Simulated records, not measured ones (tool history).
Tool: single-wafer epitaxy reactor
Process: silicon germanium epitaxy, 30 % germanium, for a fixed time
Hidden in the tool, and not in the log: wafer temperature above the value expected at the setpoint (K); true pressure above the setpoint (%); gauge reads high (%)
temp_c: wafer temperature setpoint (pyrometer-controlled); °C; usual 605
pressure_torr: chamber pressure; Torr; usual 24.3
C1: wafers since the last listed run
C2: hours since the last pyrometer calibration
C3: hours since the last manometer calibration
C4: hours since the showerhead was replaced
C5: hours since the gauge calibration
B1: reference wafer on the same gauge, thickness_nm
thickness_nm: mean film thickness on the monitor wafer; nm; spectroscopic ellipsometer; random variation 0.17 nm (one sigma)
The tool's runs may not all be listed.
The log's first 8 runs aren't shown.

Run 9, hour 208.0: usual settings but temp_c 616 °C; C1 456; C2 2827.5; C3 2071.8; C4 2797.3; C5 282.6; B1 69.806. Result: thickness_nm 80.075 nm.
Run 10, hour 243.0: usual settings but pressure_torr 22.5 Torr; C1 644; C2 2862.5; C3 2106.8; C4 2832.3; C5 317.6; B1 69.806. Result: thickness_nm 64.798 nm.
Run 11, hour 269.3: usual settings but pressure_torr 22.5 Torr; C1 484; C2 2888.8; C3 2133.1; C4 2858.6; C5 343.9; B1 69.819. Result: thickness_nm 64.960 nm.
Run 12, hour 298.7: usual settings but pressure_torr 28.4 Torr; C1 541; C2 2918.2; C3 2162.5; C4 2888.0; C5 373.3; B1 69.838. Result: thickness_nm 72.491 nm.
Run 13, hour 316.1: usual settings but temp_c 611 °C; C1 320; C2 2935.6; C3 2179.9; C4 2905.4; C5 390.7; B1 69.752. Result: thickness_nm 73.974 nm.
At hour 339.9: capacitance manometer re-zeroed and calibrated.
Run 14, hour 340.4: usual settings but temp_c 611 °C; C1 300; C2 2959.9; C3 0.5; C4 2929.7; C5 415.0; B1 69.845. Result: thickness_nm 76.363 nm.
At hour 348.4: gauge calibrated.
At hour 383.8: showerhead replaced.
Run 15, hour 384.3: usual settings; C1 660; C2 3003.8; C3 44.4; C4 0.5; C5 35.9; B1 69.794. Result: thickness_nm 69.609 nm.
Run 16, hour 401.1: usual settings; C1 309; C2 3020.6; C3 61.2; C4 17.3; C5 52.7; B1 69.881. Result: thickness_nm 69.595 nm.
Run 17, hour 418.4: usual settings but temp_c 611 °C; C1 318; C2 3037.9; C3 78.5; C4 34.6; C5 70.0; B1 69.843. Result: thickness_nm 76.248 nm.
Run 18, hour 437.4: usual settings but pressure_torr 27.4 Torr; C1 349; C2 3056.9; C3 97.5; C4 53.6; C5 89.0; B1 69.801. Result: thickness_nm 73.679 nm.
Run 19, hour 462.1: usual settings but temp_c 612 °C, pressure_torr 21.6 Torr; C1 454; C2 3081.6; C3 122.2; C4 78.3; C5 113.7; B1 69.808. Result: thickness_nm 73.281 nm.
Run 20, hour 481.6: usual settings but pressure_torr 30.2 Torr; C1 358; C2 3101.1; C3 141.7; C4 97.8; C5 133.2; B1 69.848. Result: thickness_nm 76.962 nm.
Run 21, hour 506.0: usual settings but temp_c 600 °C, pressure_torr 20.1 Torr; C1 449; C2 3125.5; C3 166.1; C4 122.2; C5 157.6; B1 69.799. Result: thickness_nm 58.293 nm.
Run 22, hour 526.8: usual settings but temp_c 611 °C, pressure_torr 27.2 Torr; C1 382; C2 3146.3; C3 186.9; C4 143.0; C5 178.4; B1 69.762. Result: thickness_nm 80.308 nm.
Run 23, hour 555.2: usual settings but temp_c 612 °C, pressure_torr 27.5 Torr; C1 522; C2 3174.7; C3 215.3; C4 171.4; C5 206.8; B1 69.767. Result: thickness_nm 82.434 nm.
At hour 572.5: pyrometer calibrated.
Run 24, hour 579.2: usual settings but temp_c 611 °C, pressure_torr 20.0 Torr; C1 294; C2 6.7; C3 239.3; C4 195.4; C5 230.8; B1 69.767. Result: thickness_nm 68.828 nm.
Run 25, hour 594.5: usual settings but temp_c 609 °C, pressure_torr 25.9 Torr; C1 281; C2 22.0; C3 254.6; C4 210.7; C5 246.1; B1 69.782. Result: thickness_nm 76.269 nm.
Run 26, hour 618.1: usual settings; C1 434; C2 45.6; C3 278.2; C4 234.3; C5 269.7; B1 69.836. Result: thickness_nm 69.328 nm.
Run 27, hour 649.2: usual settings; C1 572; C2 76.7; C3 309.3; C4 265.4; C5 300.8; B1 69.789. Result: thickness_nm 69.315 nm.
Run 28, hour 664.6: usual settings but temp_c 613 °C, pressure_torr 18.6 Torr; C1 283; C2 92.1; C3 324.7; C4 280.8; C5 316.2; B1 69.767. Result: thickness_nm 68.543 nm.
Run 29, hour 693.3: usual settings but pressure_torr 21.4 Torr; C1 528; C2 120.8; C3 353.4; C4 309.5; C5 344.9; B1 69.825. Result: thickness_nm 64.940 nm.
Run 30, hour 716.4: usual settings but temp_c 594 °C, pressure_torr 21.4 Torr; C1 425; C2 143.9; C3 376.5; C4 332.6; C5 368.0; B1 69.776. Result: thickness_nm 54.393 nm.
Run 31, hour 751.6: usual settings but temp_c 597 °C, pressure_torr 21.2 Torr; C1 647; C2 179.1; C3 411.7; C4 367.8; C5 403.2; B1 69.835. Result: thickness_nm 56.793 nm.
At hour 764.5: gauge calibrated.
Run 32, hour 779.9: usual settings but temp_c 611 °C, pressure_torr 19.1 Torr; C1 520; C2 207.4; C3 440.0; C4 396.1; C5 15.4; B1 69.866. Result: thickness_nm 67.120 nm.
Run 33, hour 808.1: usual settings but temp_c 609 °C, pressure_torr 29.4 Torr; C1 519; C2 235.6; C3 468.2; C4 424.3; C5 43.6; B1 69.771. Result: thickness_nm 80.346 nm.

Forecast each of these 3 alternatives for the next run:
Run A, hour 808.5: usual settings but temp_c 613 °C; C1 7; C2 236.0; C3 468.6; C4 424.7; C5 44.0; B1 ?. Result: thickness_nm ?.
Run B, hour 808.5: usual settings but temp_c 616 °C, pressure_torr 29.2 Torr; C1 7; C2 236.0; C3 468.6; C4 424.7; C5 44.0; B1 ?. Result: thickness_nm ?.
Run C, hour 808.5: usual settings but pressure_torr 29.7 Torr; C1 7; C2 236.0; C3 468.6; C4 424.7; C5 44.0; B1 ?. Result: thickness_nm ?.

run      B1  thickness_nm
  A  69.761        78.435
  B  69.761        89.906
  C  69.761        76.247
Without the tool's hidden state the same runs would have given:
run  thickness_nm
  A        79.128
  B        90.700
  C        76.921

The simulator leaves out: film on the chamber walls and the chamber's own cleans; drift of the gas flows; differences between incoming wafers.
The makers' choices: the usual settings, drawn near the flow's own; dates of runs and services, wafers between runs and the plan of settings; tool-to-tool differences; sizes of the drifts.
